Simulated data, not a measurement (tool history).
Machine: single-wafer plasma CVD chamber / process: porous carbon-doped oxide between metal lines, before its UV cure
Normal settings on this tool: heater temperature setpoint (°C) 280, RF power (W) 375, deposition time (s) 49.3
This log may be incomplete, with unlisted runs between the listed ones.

run   hour  heater temperature setpoint (°C)  RF power (W)  deposition time (s)  read-back reference wafer on the same gauge, thickness_nm  mean film thickness on the monitor wafer (nm)
  1      0                               270           375                 49.3                                                    228.146                                        226.587
  2     55                               270           375                 49.3                                                    228.398                                        225.728
  3  110.1                               280           390                 55.6                                                    228.135                                        247.117
  4  181.5                               280           390                 55.6                                                    227.939                                        243.422
  5  233.2                               280           390                 55.6                                                    228.157                                        244.196
  6  302.7                               280           390                 49.3                                                    228.213                                        215.953
     319.1  -- showerhead replaced
  7  336.9                               285           375                 49.3                                                    228.325                                        204.654
     346.2  -- gauge calibrated
  8  398.6                               290           430                 53.5                                                    228.093                                        238.587
     427.1  -- thermocouple changed; heater temperature recalibrated
  9  432.9                               280           390                 55.6                                                    228.094                                        239.535
     474.9  -- RF generator calibrated
 10  475.4                               293           430                 49.3                                                    227.998                                        227.368
 11  501.7                               280           410                 49.3                                                    228.063                                        233.707
 12  539.6                               292           435                 55.4                                                    228.081                                        256.664
 13  568.1                               280           400                 49.3                                                     227.87                                        230.182
 14  678.4                               288           440                 46.3                                                    228.109                                         221.37

Alternative continuations, all from the tool just after run 14; predict every row:
  A  678.8                               294           375                 49.3                                                          ?                                              ?
  B  678.8                               287           395                 49.3                                                          ?                                              ?
  C  678.8                               276           320                 40.5                                                          ?                                              ?

run  read-back reference wafer on the same gauge, thickness_nm  mean film thickness on the monitor wafer (nm)
  A                                                    228.389                                        204.589
  B                                                    228.389                                        221.238
  C                                                    228.389                                        164.176
What these runs would have given with no unlogged condition in the tool:
run  mean film thickness on the monitor wafer (nm)
  A                                        205.325
  B                                        222.006
  C                                        164.766
